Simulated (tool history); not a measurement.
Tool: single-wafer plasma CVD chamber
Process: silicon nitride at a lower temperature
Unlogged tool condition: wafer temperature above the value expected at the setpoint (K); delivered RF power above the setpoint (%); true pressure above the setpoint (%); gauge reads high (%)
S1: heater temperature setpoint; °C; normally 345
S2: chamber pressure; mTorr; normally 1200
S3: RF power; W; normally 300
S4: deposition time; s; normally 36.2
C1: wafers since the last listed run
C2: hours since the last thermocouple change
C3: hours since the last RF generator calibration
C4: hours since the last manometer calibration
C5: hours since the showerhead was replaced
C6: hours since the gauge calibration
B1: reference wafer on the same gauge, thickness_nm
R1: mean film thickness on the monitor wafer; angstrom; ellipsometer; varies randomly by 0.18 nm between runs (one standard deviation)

run     day   S1    S2   S3    S4    C1      C2     C3      C4      C5      C6      B1      R1
  1       0  345  1200  300  36.2     0   927.2  388.7  1071.5  6163.6     318  33.785  367.25
  2   1.662  345  1200  300  36.2  1017   967.1  428.6  1111.4  6203.5   357.9  33.816  368.98
  3   4.471  345  1200  300  36.2  1719  1034.5    496  1178.8  6270.9   425.3  33.762  371.78
  4   6.888  334  1200  300  36.2  1479  1092.5    554  1236.8  6328.9   483.3  33.808  371.05
      7.383  -- thermocouple changed; heater temperature recalibrated
  5   9.638  345  1450  300  42.4  1479    54.1    620  1302.8  6394.9   549.3  33.837  461.55
  6  11.092  345  1200  300  36.2   890      89  654.9  1337.7  6429.8   584.2  33.789   367.9
     19.188  -- RF generator calibrated
  7  19.208  341  1200  300  36.2  4765   283.8    0.5  1532.5  6624.6     779  33.825  369.76
     19.654  -- showerhead replaced
  8  20.746  345  1200  300  36.2   737   320.7   37.4  1569.4    26.2   815.9  33.797   369.2
  9  23.579  345  1200  300  36.2  1734   388.7  105.4  1637.4    94.2   883.9  33.807  367.72
 10  26.075  330  1080  315  30.9  1527   448.6  165.3  1697.3   154.1   943.8   33.84  317.61
 11  27.538  345  1200  335  43.1   895   483.7  200.4  1732.4   189.2   978.9  33.785  485.04
 12  30.492  331  1080  285  36.2  1808   554.6  271.3  1803.3   260.1  1049.8  33.789  338.65
 13  33.317  330  1080  315  30.9  1729   622.4  339.1  1871.1   327.9  1117.6  33.771  318.17
 14  35.292  351  1400  300  36.2  1209   669.8  386.5  1918.5   375.3    1165  33.802  388.22
 15  37.575  345  1200  285  38.8  1397   724.6  441.3  1973.3   430.1  1219.8  33.843  378.63
 16  40.262  345  1200  300  41.6  1645   789.1  505.8  2037.8   494.6  1284.3  33.784  426.83
 17  42.858  331  1200  245    30  1589   851.4  568.1  2100.1   556.9  1346.6  33.827  250.73
     44.642  -- capacitance manometer re-zeroed and calibrated
 18  45.204  345  1200  300  36.2  1232   907.7  624.4    13.5   613.2  1402.9  33.778  371.42
 19  46.917  358  1490  275  36.2  1048   948.8  665.5    54.6   654.3    1444  33.785  364.72
 20  49.212  341  1200  260  36.2  1405  1003.9  720.6   109.7   709.4  1499.1  33.801  320.13
 21  51.125  345  1200  300  36.2  1170  1049.8  766.5   155.6   755.3    1545   33.79   367.9
 22  53.467  345  1200  300  36.2  1433    1106  822.7   211.8   811.5  1601.2  33.792   367.7

Predict the results of run 23:
     55.892  -- RF generator calibrated
 23  56.421  345  1200  300  40.9  1604  1176.9  12.7  282.7  882.4  1672.1   ?   ?

Run 23 measured B1 33.791, R1 420.97 angstrom.
With no hidden state in the tool, this same run would have given R1 420.97 angstrom.
